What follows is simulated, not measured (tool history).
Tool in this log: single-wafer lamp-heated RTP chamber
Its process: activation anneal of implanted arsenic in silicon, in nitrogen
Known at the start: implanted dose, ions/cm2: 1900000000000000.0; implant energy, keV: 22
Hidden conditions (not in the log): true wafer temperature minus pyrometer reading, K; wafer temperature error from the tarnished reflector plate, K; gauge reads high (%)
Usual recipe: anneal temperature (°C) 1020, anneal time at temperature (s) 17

run	hour	anneal temperature (°C)	anneal time at temperature (s)	wafers since the last listed run	wafers since the last pyrometer calibration	wafers since the reflector plate was cleaned	hours since the gauge calibration	read-back reference wafer on the same gauge, sheet resistance	sheet resistance of the implanted and annealed layer (ohm/square)
1	0.0	1020	17	0	663	305	235.5	113.61	95.43
2	32.7	1020	17	538	1201	843	268.2	113.51	95.01
3	56.2	1020	17	386	1587	1229	291.7	113.48	95.45
4	80.2	1020	17	394	1982	1624	315.7	113.48	95.37
5	112.6	1020	17	533	2516	2158	348.1	113.44	95.46
6	145.3	1020	17	538	3054	2696	380.8	113.47	95.22
7	179.5	1020	17	562	3617	3259	415.0	113.44	94.98
# hour 195.4: pyrometer window cleaned and pyrometer calibrated
8	200.4	1020	17	212	82	3471	435.9	113.45	95.07
9	228.1	1036	15	455	538	3927	463.6	113.59	91.18
10	256.4	1009	20	465	1003	4392	491.9	113.39	97.20
11	271.8	998	17	253	1257	4646	507.3	113.47	104.01
12	307.0	1040	17	579	1836	5225	542.5	113.49	87.20
13	322.3	1020	17	251	2088	5477	557.8	113.50	95.26
# hour 325.8: gauge calibrated
# hour 335.7: reflector plate cleaned
14	343.9	1020	17	223	2312	135	18.1	113.36	95.31
15	361.4	1040	10	287	2600	422	35.6	113.55	94.82
16	380.2	1020	9	309	2909	732	54.4	113.46	103.42
17	399.4	1028	27	315	3225	1048	73.6	113.45	85.75
18	424.0	1020	7	404	3630	1453	98.2	113.51	106.40
19	458.0	1041	17	559	4189	2012	132.2	113.48	87.61

How the hidden state differs across the entries between the runs, from the last listed run before each to the first after it:
In the gap between runs 7 and 8: pyrometer window cleaned and pyrometer calibrated (hour 195.4)
  no difference in the tool's unlogged condition between these two runs
In the gap between runs 13 and 14: gauge calibrated (hour 325.8); reflector plate cleaned (hour 335.7)
  no difference in the tool's unlogged condition between these two runs

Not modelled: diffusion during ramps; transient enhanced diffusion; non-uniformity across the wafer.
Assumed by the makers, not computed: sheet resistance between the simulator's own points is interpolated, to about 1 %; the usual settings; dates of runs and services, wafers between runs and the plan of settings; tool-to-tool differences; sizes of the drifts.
